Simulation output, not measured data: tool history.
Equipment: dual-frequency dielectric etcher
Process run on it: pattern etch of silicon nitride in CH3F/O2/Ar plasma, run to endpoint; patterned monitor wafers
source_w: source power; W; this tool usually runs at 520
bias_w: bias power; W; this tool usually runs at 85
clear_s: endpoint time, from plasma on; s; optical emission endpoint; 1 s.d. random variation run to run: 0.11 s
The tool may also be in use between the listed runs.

| run | day | source_w | bias_w | wafers since the last listed run | hours since the last wet clean | hours since the last source power generator calibration | hours since the last bias power generator calibration | hours since the last upper electrode change | incoming incoming film thickness, nm | clear_s |
|---|---|---|---|---|---|---|---|---|---|---|
| 1 | 0.000 | 520 | 85 | 0 | 411.7 | 2771.3 | 4010.1 | 3447.2 | 28.23 | 33.5 |
| 2 | 1.967 | 520 | 85 | 504 | 458.9 | 2818.5 | 4057.3 | 3494.4 | 28.24 | 33.2 |
| 3 | 3.038 | 580 | 78 | 274 | 484.6 | 2844.2 | 4083.0 | 3520.1 | 28.29 | 32.3 |
| 4 | 3.896 | 520 | 85 | 220 | 505.2 | 2864.8 | 4103.6 | 3540.7 | 28.09 | 33.0 |
| 5 | 4.925 | 520 | 85 | 264 | 529.9 | 2889.5 | 4128.3 | 3565.4 | 28.26 | 33.1 |
| 6 | 6.162 | 520 | 85 | 317 | 559.6 | 2919.2 | 4158.0 | 3595.1 | 28.19 | 33.1 |
| 7 | 7.138 | 520 | 85 | 250 | 583.0 | 2942.6 | 4181.4 | 3618.5 | 28.32 | 33.4 |
| 8 | 7.888 | 410 | 104 | 192 | 601.0 | 2960.6 | 4199.4 | 3636.5 | 28.36 | 35.8 |
| 9 | 8.488 | 580 | 78 | 154 | 615.4 | 2975.0 | 4213.8 | 3650.9 | 28.15 | 32.1 |
|  | 10.571 | upper electrode replaced |
| 10 | 10.592 | 560 | 66 | 283 | 665.9 | 3025.5 | 4264.3 | 0.5 | 28.09 | 34.5 |
|  | 11.838 | wet clean of the chamber |
|  | 11.850 | bias power generator calibrated |
| 11 | 11.871 | 590 | 76 | 68 | 0.8 | 3056.2 | 0.5 | 31.2 | 28.32 | 32.3 |
| 12 | 13.142 | 630 | 78 | 326 | 31.3 | 3086.7 | 31.0 | 61.7 | 28.37 | 31.3 |
| 13 | 17.608 | 440 | 100 | 1146 | 138.5 | 3193.9 | 138.2 | 168.9 | 28.17 | 34.5 |
|  | 17.958 | source power generator calibrated |
| 14 | 22.021 | 430 | 75 | 1089 | 244.4 | 97.5 | 244.1 | 274.8 | 28.29 | 38.7 |
| 15 | 22.950 | 410 | 104 | 238 | 266.7 | 119.8 | 266.4 | 297.1 | 28.44 | 35.9 |

Consider 4 possible next runs. They are alternatives, not a sequence: every one starts from the tool as it was left by run 15. What does each give?
| A | 22.967 | 440 | 85 | 4 | 267.1 | 120.2 | 266.8 | 297.5 | 28.07 | ? |
| B | 22.967 | 630 | 67 | 4 | 267.1 | 120.2 | 266.8 | 297.5 | 28.07 | ? |
| C | 22.967 | 560 | 71 | 4 | 267.1 | 120.2 | 266.8 | 297.5 | 28.07 | ? |
| D | 22.967 | 430 | 91 | 4 | 267.1 | 120.2 | 266.8 | 297.5 | 28.07 | ? |

| run | clear_s |
|---|---|
| A | 36.2 |
| B | 32.2 |
| C | 33.6 |
| D | 35.9 |
Without the tool's unlogged condition, the same runs would have read:
| run | clear_s |
|---|---|
| A | 36.2 |
| B | 32.2 |
| C | 33.6 |
| D | 35.9 |
